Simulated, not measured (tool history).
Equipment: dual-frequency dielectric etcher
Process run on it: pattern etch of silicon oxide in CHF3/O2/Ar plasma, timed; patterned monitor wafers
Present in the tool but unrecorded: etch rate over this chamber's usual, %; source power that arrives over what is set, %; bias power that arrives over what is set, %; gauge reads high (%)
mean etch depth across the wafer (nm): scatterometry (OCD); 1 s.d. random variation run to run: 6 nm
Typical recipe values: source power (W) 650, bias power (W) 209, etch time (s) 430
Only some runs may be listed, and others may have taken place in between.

run	day	source power (W)	bias power (W)	etch time (s)	wafers since the last listed run	hours since the last wet clean	hours since the last source power generator calibration	hours since the last bias power generator calibration	hours since the last upper electrode change	hours since the gauge calibration	read-back reference wafer on the same gauge, depth_nm	mean etch depth across the wafer (nm)
1	0	650	209	430	0	219.1	2491.7	2917	5635.3	97	986.9	889.9
2	1.242	650	209	430	151	248.9	2521.5	2946.8	5665.1	126.8	987.1	876.1
3	4.188	650	209	430	360	319.6	2592.2	3017.5	5735.8	197.5	987.2	883.8
# day 5.388: wet clean of the chamber
4	6.45	650	209	430	154	25.5	2646.5	3071.8	5790.1	251.8	985.6	906.4
5	7.717	650	209	430	154	55.9	2676.9	3102.2	5820.5	282.2	984.7	891.5
6	8.988	550	209	430	155	86.4	2707.4	3132.7	5851	312.7	985.5	874.8
7	10.283	550	209	430	158	117.5	2738.5	3163.8	5882.1	343.8	987	853.3
8	12.783	650	209	346	305	177.5	2798.5	3223.8	5942.1	403.8	985.7	715.4
9	13.967	650	209	346	144	205.9	2826.9	3252.2	5970.5	432.2	987	712.9
10	16.15	650	209	346	266	258.3	2879.3	3304.6	6022.9	484.6	984.8	718.1
11	17.592	650	209	366.5	176	292.9	2913.9	3339.2	6057.5	519.2	983.8	754.1
12	19.454	550	165	370	227	337.6	2958.6	3383.9	6102.2	563.9	984.4	667.8
# day 20.454: wet clean of the chamber
13	20.692	650	183	430	29	5.7	2988.3	3413.6	6131.9	593.6	986.7	809.2
# day 26.438: wet clean of the chamber, repeated, since the last time left the tool worse
14	26.783	650	209	430	622	8.3	3134.5	3559.8	6278.1	739.8	986.6	902.5
# day 27.779: bias power generator calibrated
15	29.542	650	209	430	316	74.5	3200.7	42.3	6344.3	806	985.4	912.4
16	31.667	700	243	430	259	125.5	3251.7	93.3	6395.3	857	987.9	969.7
# day 31.942: source power generator calibrated
# day 33.196: upper electrode replaced
# day 33.525: gauge calibrated
17	34.054	540	160	485.5	149	182.8	50.7	150.6	20.6	12.7	986.9	870.3
18	36.029	550	165	370	241	230.2	98.1	198	68	60.1	986.7	673.6
19	38.929	650	226	362	354	299.8	167.7	267.6	137.6	129.7	986.5	765.8
# day 42.55: wet clean of the chamber
20	42.571	800	209	522	322	0.5	255.1	355	225	217.1	986.5	1167.4
21	42.825	650	209	389	31	6.6	261.2	361.1	231.1	223.2	985.8	822.4

5 ways to go on from here, each from the tool as it stands after run 21. What would each give?
A	42.846	650	209	525	2	7.1	261.7	361.6	231.6	223.7	?	?
B	42.846	560	209	430	2	7.1	261.7	361.6	231.6	223.7	?	?
C	42.846	650	191	528.5	2	7.1	261.7	361.6	231.6	223.7	?	?
D	42.846	650	191	523	2	7.1	261.7	361.6	231.6	223.7	?	?
E	42.846	520	209	430	2	7.1	261.7	361.6	231.6	223.7	?	?

run	read-back reference wafer on the same gauge, depth_nm	mean etch depth across the wafer (nm)
A	986.9	1103.8
B	986.9	869.2
C	986.9	1073.1
D	986.9	1061.9
E	986.9	852.9
Take away the tool's hidden state, keep each run's random variation, and the runs would have read:
run	mean etch depth across the wafer (nm)
A	1107.9
B	872.3
C	1077
D	1065.8
E	856

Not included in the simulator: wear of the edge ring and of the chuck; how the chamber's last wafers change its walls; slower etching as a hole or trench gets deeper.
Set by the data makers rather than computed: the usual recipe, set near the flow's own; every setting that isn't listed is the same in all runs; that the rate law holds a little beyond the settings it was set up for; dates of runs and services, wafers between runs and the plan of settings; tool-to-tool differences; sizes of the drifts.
